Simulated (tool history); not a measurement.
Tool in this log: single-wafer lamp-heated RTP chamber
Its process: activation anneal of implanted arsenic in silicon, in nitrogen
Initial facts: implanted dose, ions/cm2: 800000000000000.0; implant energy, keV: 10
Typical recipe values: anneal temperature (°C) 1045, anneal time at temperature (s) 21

| run | hour | anneal temperature (°C) | anneal time at temperature (s) | wafers since the last listed run | wafers since the last pyrometer calibration | wafers since the reflector plate was cleaned | hours since the gauge calibration | read-back reference wafer on the same gauge, sheet resistance | sheet resistance of the implanted and annealed layer (ohm/square) |
|---|---|---|---|---|---|---|---|---|---|
| 1 | 0.0 | 1045 | 21 | 0 | 606 | 6494 | 944.2 | 169.79 | 157.18 |
| 2 | 55.4 | 1045 | 21 | 967 | 1573 | 7462 | 999.6 | 170.32 | 155.29 |
|  | 86.3 | gauge calibrated |
| 3 | 102.7 | 1045 | 21 | 826 | 2400 | 8288 | 16.4 | 169.97 | 154.05 |
| 4 | 144.2 | 1045 | 21 | 725 | 3125 | 9013 | 57.9 | 170.53 | 152.66 |
| 5 | 202.8 | 1045 | 21 | 1023 | 4149 | 10037 | 116.5 | 170.03 | 152.97 |
| 6 | 261.2 | 1045 | 16 | 1020 | 5169 | 11057 | 174.9 | 170.11 | 159.45 |
| 7 | 301.9 | 1045 | 21 | 711 | 5880 | 11768 | 215.6 | 170.19 | 151.90 |
|  | 350.0 | pyrometer window cleaned and pyrometer calibrated |
| 8 | 350.5 | 1045 | 21 | 709 | 8 | 12478 | 264.2 | 170.21 | 158.45 |
| 9 | 384.4 | 1028 | 21 | 592 | 601 | 13070 | 298.1 | 170.17 | 164.90 |
| 10 | 409.2 | 1028 | 21 | 433 | 1034 | 13503 | 322.9 | 170.24 | 162.18 |
| 11 | 443.7 | 1028 | 21 | 602 | 1637 | 14106 | 357.4 | 170.01 | 162.68 |
| 12 | 497.8 | 1029 | 21 | 945 | 2582 | 15051 | 411.5 | 169.76 | 161.83 |
|  | 536.3 | reflector plate cleaned |
| 13 | 547.3 | 1054 | 21 | 725 | 3307 | 192 | 461.0 | 170.37 | 151.28 |
| 14 | 580.7 | 1054 | 21 | 583 | 3890 | 776 | 494.4 | 169.65 | 150.17 |
| 15 | 646.9 | 1035 | 21 | 1156 | 5047 | 1932 | 560.6 | 170.14 | 156.88 |
|  | 671.5 | pyrometer window cleaned and pyrometer calibrated |
| 16 | 681.5 | 1045 | 21 | 464 | 175 | 2397 | 595.2 | 170.00 | 157.09 |
| 17 | 757.9 | 1027 | 16 | 1334 | 1509 | 3732 | 671.6 | 170.05 | 167.70 |
| 18 | 809.7 | 1027 | 29 | 904 | 2414 | 4637 | 723.4 | 170.10 | 155.62 |
| 19 | 854.4 | 1062 | 9 | 780 | 3195 | 5418 | 768.1 | 169.69 | 161.75 |
| 20 | 889.3 | 1045 | 21 | 609 | 3805 | 6027 | 803.0 | 169.71 | 153.34 |
| 21 | 935.8 | 1045 | 15 | 812 | 4617 | 6840 | 849.5 | 170.31 | 159.58 |
|  | 997.4 | pyrometer window cleaned and pyrometer calibrated |
| 22 | 1001.6 | 1045 | 31 | 1009 | 73 | 7849 | 915.3 | 170.05 | 151.10 |
| 23 | 1057.0 | 1060 | 12 | 967 | 1040 | 8817 | 970.7 | 169.97 | 158.53 |
| 24 | 1082.4 | 1031 | 31 | 443 | 1484 | 9261 | 996.1 | 169.49 | 154.62 |
| 25 | 1107.8 | 1074 | 13 | 443 | 1928 | 9705 | 1021.5 | 170.11 | 154.24 |
|  | 1159.9 | gauge calibrated |
| 26 | 1164.8 | 1045 | 21 | 995 | 2924 | 10701 | 4.9 | 170.05 | 154.86 |
| 27 | 1235.6 | 1045 | 28 | 1236 | 4161 | 11937 | 75.7 | 169.93 | 150.85 |
| 28 | 1278.6 | 1019 | 27 | 751 | 4912 | 12689 | 118.7 | 169.80 | 158.11 |
|  | 1296.8 | reflector plate cleaned |
| 29 | 1303.6 | 1045 | 14 | 296 | 5209 | 118 | 143.7 | 169.67 | 160.87 |
| 30 | 1359.0 | 1016 | 21 | 967 | 6177 | 1086 | 199.1 | 170.21 | 162.95 |
| 31 | 1388.3 | 1070 | 32 | 511 | 6689 | 1598 | 228.4 | 170.26 | 141.20 |
|  | 1401.5 | pyrometer window cleaned and pyrometer calibrated |
| 32 | 1422.0 | 1023 | 21 | 448 | 357 | 2047 | 262.1 | 169.90 | 165.52 |
| 33 | 1455.9 | 1029 | 21 | 592 | 950 | 2639 | 296.0 | 170.07 | 161.00 |
| 34 | 1480.7 | 1045 | 29 | 433 | 1383 | 3073 | 320.8 | 169.50 | 150.62 |
| 35 | 1529.7 | 1053 | 27 | 856 | 2239 | 3929 | 369.8 | 169.94 | 148.22 |

Predict each of these 5 candidate next runs independently; none follows another, all start after run 35:
| A | 1530.1 | 1063 | 21 | 6 | 2246 | 3936 | 370.2 | ? | ? |
| B | 1530.1 | 1061 | 33 | 6 | 2246 | 3936 | 370.2 | ? | ? |
| C | 1530.1 | 1029 | 30 | 6 | 2246 | 3936 | 370.2 | ? | ? |
| D | 1530.1 | 1022 | 28 | 6 | 2246 | 3936 | 370.2 | ? | ? |
| E | 1530.1 | 1024 | 13 | 6 | 2246 | 3936 | 370.2 | ? | ? |

| run | read-back reference wafer on the same gauge, sheet resistance | sheet resistance of the implanted and annealed layer (ohm/square) |
|---|---|---|
| A | 170.02 | 148.63 |
| B | 170.02 | 143.23 |
| C | 170.02 | 154.36 |
| D | 170.02 | 158.20 |
| E | 170.02 | 172.22 |
Take away the tool's hidden state, keep each run's random variation, and the runs would have read:
| run | sheet resistance of the implanted and annealed layer (ohm/square) |
|---|---|
| A | 151.39 |
| B | 145.78 |
| C | 157.76 |
| D | 162.14 |
| E | 177.03 |
